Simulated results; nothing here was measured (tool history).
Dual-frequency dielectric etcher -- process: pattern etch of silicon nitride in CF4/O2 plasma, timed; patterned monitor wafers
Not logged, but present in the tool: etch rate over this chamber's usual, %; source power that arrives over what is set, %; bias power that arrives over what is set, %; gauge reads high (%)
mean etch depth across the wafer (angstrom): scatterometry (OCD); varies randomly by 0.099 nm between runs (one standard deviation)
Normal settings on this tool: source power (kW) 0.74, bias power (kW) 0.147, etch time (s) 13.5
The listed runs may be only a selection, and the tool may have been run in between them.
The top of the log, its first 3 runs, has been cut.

run,hour,source power (kW),bias power (kW),etch time (s),wafers since the last listed run,hours since the last wet clean,hours since the last source power generator calibration,hours since the last bias power generator calibration,hours since the last upper electrode change,hours since the gauge calibration,"read-back reference wafer on the same gauge, depth_nm",mean etch depth across the wafer (angstrom)
4,163,0.74,0.147,13.5,273,359.6,2279.7,4580.2,3268.5,930,40.38,338.6
# hour 221.6: upper electrode replaced
5,233.4,0.74,0.147,13.5,505,430,2350.1,4650.6,11.8,1000.4,40.44,338.9
# hour 298.4: wet clean of the chamber
6,298.9,0.74,0.147,13.5,451,0.5,2415.6,4716.1,77.3,1065.9,40.43,338.5
7,328.4,0.68,0.147,13.5,321,30,2445.1,4745.6,106.8,1095.4,40.36,316.4
# hour 339.9: source power generator calibrated
8,365.4,0.68,0.147,13.5,359,67,25.5,4782.6,143.8,1132.4,40.44,325.7
# hour 413.3: gauge calibrated
9,418.8,0.74,0.147,13.5,581,120.4,78.9,4836,197.2,5.5,40.42,345.6
10,448.2,0.6,0.176,12,320,149.8,108.3,4865.4,226.6,34.9,40.38,291.4
# hour 516.5: bias power generator calibrated
11,517.3,0.74,0.183,13.5,708,218.9,177.4,0.8,295.7,104,40.39,390.9
12,576.4,0.74,0.178,16.5,643,278,236.5,59.9,354.8,163.1,40.42,471.2
13,624.4,0.83,0.147,17,522,326,284.5,107.9,402.8,211.1,40.35,471.9
14,686.8,0.74,0.147,13.5,679,388.4,346.9,170.3,465.2,273.5,40.4,344.7
# hour 766.4: wet clean of the chamber
15,766.9,0.82,0.159,16,610,0.5,427,250.4,545.3,353.6,40.36,461.6

What will run 16 give?
16,803.3,0.74,0.17,13.5,396,36.9,463.4,286.8,581.7,390,?,?

Logged for run 16: read-back reference wafer on the same gauge, depth_nm 40.38, mean etch depth across the wafer (angstrom) 371.4.
If the tool had no hidden condition, the same run with the same run-to-run variation would have returned mean etch depth across the wafer (angstrom) 373.1.

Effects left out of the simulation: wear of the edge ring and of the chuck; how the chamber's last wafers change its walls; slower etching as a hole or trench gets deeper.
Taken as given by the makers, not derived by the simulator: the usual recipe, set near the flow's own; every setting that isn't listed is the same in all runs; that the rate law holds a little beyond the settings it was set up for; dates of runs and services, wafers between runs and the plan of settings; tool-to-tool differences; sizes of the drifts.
